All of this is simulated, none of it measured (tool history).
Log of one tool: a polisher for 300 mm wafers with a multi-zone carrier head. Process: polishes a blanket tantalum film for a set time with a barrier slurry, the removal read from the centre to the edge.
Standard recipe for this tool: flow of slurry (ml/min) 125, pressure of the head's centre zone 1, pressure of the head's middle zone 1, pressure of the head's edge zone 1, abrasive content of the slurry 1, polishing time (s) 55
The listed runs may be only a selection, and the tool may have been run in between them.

| run | day | flow of slurry (ml/min) | pressure of the head's centre zone | pressure of the head's middle zone | pressure of the head's edge zone | abrasive content of the slurry | polishing time (s) | wafers since the last listed run | wafers polished on this pad | hours since the slurry nozzle was cleaned | hours since the centre zone pressure was calibrated | hours since the edge zone pressure was calibrated | hours since the carrier head's membrane was replaced | incoming thickness of the incoming film, nm | film removed at the wafer's centre (Å) | film removed at mid-radius (Å) | film removed at the wafer's edge (Å) |
|---|---|---|---|---|---|---|---|---|---|---|---|---|---|---|---|---|---|
| 1 | 0 | 125 | 1 | 1 | 1 | 1 | 55 | 0 | 511 | 152.6 | 436.6 | 267.2 | 1021.1 | 271.2 | 939 | 1059 | 1088 |
|  | 1.012 | edge zone pressure recalibrated |
| 2 | 3.312 | 105 | 1 | 1 | 1 | 1 | 55 | 418 | 929 | 232.1 | 516.1 | 55.2 | 1100.6 | 274.4 | 900 | 1020 | 1076 |
|  | 5.425 | centre zone pressure recalibrated |
| 3 | 5.646 | 125 | 1 | 1 | 1 | 0.8 | 55 | 291 | 1221 | 288.1 | 5.3 | 111.2 | 1156.6 | 270.7 | 980 | 982 | 1034 |
|  | 7.096 | worn pad replaced by a new one |
| 4 | 9.762 | 125 | 1 | 1 | 1 | 0.8 | 55 | 512 | 345 | 386.9 | 104.1 | 210 | 1255.4 | 269 | 981 | 983 | 1048 |
| 5 | 12.392 | 125 | 1 | 1 | 1 | 0.8 | 55 | 340 | 686 | 450 | 167.2 | 273.1 | 1318.5 | 268.8 | 963 | 1012 | 1049 |
|  | 12.825 | edge zone pressure recalibrated |
| 6 | 14.596 | 125 | 1 | 1 | 1 | 1 | 55 | 274 | 961 | 502.9 | 220.1 | 42.5 | 1371.4 | 267 | 1010 | 1070 | 1091 |
|  | 14.962 | slurry nozzle cleaned |
|  | 18.304 | worn pad replaced by a new one |
| 7 | 18.892 | 125 | 1 | 0.92 | 1 | 1 | 55 | 529 | 75 | 94.3 | 323.2 | 145.6 | 1474.5 | 270.6 | 973 | 966 | 1093 |
| 8 | 23.329 | 125 | 1 | 1 | 1 | 1 | 55 | 575 | 651 | 200.8 | 429.7 | 252.1 | 1581 | 266.1 | 952 | 1031 | 1093 |
| 9 | 25.421 | 125 | 1 | 1 | 1 | 1 | 55 | 271 | 922 | 251 | 479.9 | 302.3 | 1631.2 | 275.1 | 968 | 1049 | 1101 |
|  | 26.388 | edge zone pressure recalibrated |
| 10 | 27.821 | 125 | 1 | 1 | 1 | 1 | 55 | 300 | 1222 | 308.6 | 537.5 | 34.4 | 1688.8 | 265.9 | 940 | 1027 | 1098 |
|  | 30.783 | worn pad replaced by a new one |
| 11 | 31.175 | 165 | 1 | 1 | 1 | 1.3 | 55 | 413 | 50 | 389.1 | 618 | 114.9 | 1769.3 | 272.2 | 1027 | 1163 | 1193 |
|  | 32.046 | centre zone pressure recalibrated |
| 12 | 34.242 | 125 | 1.07 | 1 | 1 | 1 | 55 | 386 | 437 | 462.7 | 52.7 | 188.5 | 1842.9 | 272 | 1097 | 1058 | 1077 |
| 13 | 36.075 | 125 | 1 | 1 | 1 | 1 | 55 | 237 | 675 | 506.7 | 96.7 | 232.5 | 1886.9 | 270.1 | 1043 | 1040 | 1087 |
| 14 | 39.217 | 125 | 0.88 | 1 | 1 | 0.85 | 55 | 407 | 1082 | 582.1 | 172.1 | 307.9 | 1962.3 | 269.6 | 864 | 1008 | 1047 |
|  | 39.312 | edge zone pressure recalibrated |
|  | 39.562 | slurry nozzle cleaned |
|  | 43.154 | worn pad replaced by a new one |
| 15 | 43.179 | 145 | 1 | 1 | 0.93 | 1.15 | 55 | 475 | 3 | 86.8 | 267.2 | 92.8 | 2057.4 | 268.5 | 1054 | 1106 | 1109 |
| 16 | 44.925 | 125 | 1 | 1 | 1 | 1 | 69 | 226 | 229 | 128.7 | 309.1 | 134.7 | 2099.3 | 273.6 | 1249 | 1329 | 1371 |
|  | 46.912 | carrier head's membrane replaced by a new one |
| 17 | 48.725 | 125 | 1 | 1 | 1 | 1 | 69 | 465 | 695 | 219.9 | 400.3 | 225.9 | 43.5 | 267.4 | 1231 | 1302 | 1365 |
| 18 | 50.438 | 125 | 1 | 0.95 | 1 | 1 | 67 | 222 | 917 | 261 | 441.4 | 267 | 84.6 | 270.8 | 1175 | 1230 | 1324 |
|  | 53.775 | edge zone pressure recalibrated |
| 19 | 53.817 | 125 | 0.95 | 1 | 1.11 | 1 | 55 | 427 | 1344 | 342.1 | 522.5 | 1 | 165.7 | 271.9 | 908 | 1051 | 1146 |
| 20 | 56.004 | 85 | 1 | 1.06 | 0.92 | 1 | 47 | 283 | 1628 | 394.6 | 575 | 53.5 | 218.2 | 273.7 | 752 | 873 | 854 |
|  | 56.412 | worn pad replaced by a new one |
| 21 | 58.825 | 125 | 1 | 1 | 1 | 0.75 | 45 | 344 | 313 | 462.3 | 642.7 | 121.2 | 285.9 | 273.1 | 711 | 798 | 840 |

Forecast each of these 3 alternatives for the next run:
| A | 58.842 | 125 | 1 | 1 | 1 | 1 | 55 | 2 | 315 | 462.7 | 643.1 | 121.6 | 286.3 | 269.9 | ? | ? | ? |
| B | 58.842 | 125 | 1 | 1 | 1.08 | 1.15 | 55 | 2 | 315 | 462.7 | 643.1 | 121.6 | 286.3 | 269.9 | ? | ? | ? |
| C | 58.842 | 125 | 0.91 | 1 | 1 | 1 | 41 | 2 | 315 | 462.7 | 643.1 | 121.6 | 286.3 | 269.9 | ? | ? | ? |

| run | film removed at the wafer's centre (Å) | film removed at mid-radius (Å) | film removed at the wafer's edge (Å) |
|---|---|---|---|
| A | 925 | 1055 | 1088 |
| B | 953 | 1086 | 1163 |
| C | 627 | 787 | 811 |
Had the tool no hidden state, the same runs would have come out as:
| run | film removed at the wafer's centre (Å) | film removed at mid-radius (Å) | film removed at the wafer's edge (Å) |
|---|---|---|---|
| A | 1033 | 1054 | 1088 |
| B | 1063 | 1085 | 1163 |
| C | 700 | 786 | 811 |

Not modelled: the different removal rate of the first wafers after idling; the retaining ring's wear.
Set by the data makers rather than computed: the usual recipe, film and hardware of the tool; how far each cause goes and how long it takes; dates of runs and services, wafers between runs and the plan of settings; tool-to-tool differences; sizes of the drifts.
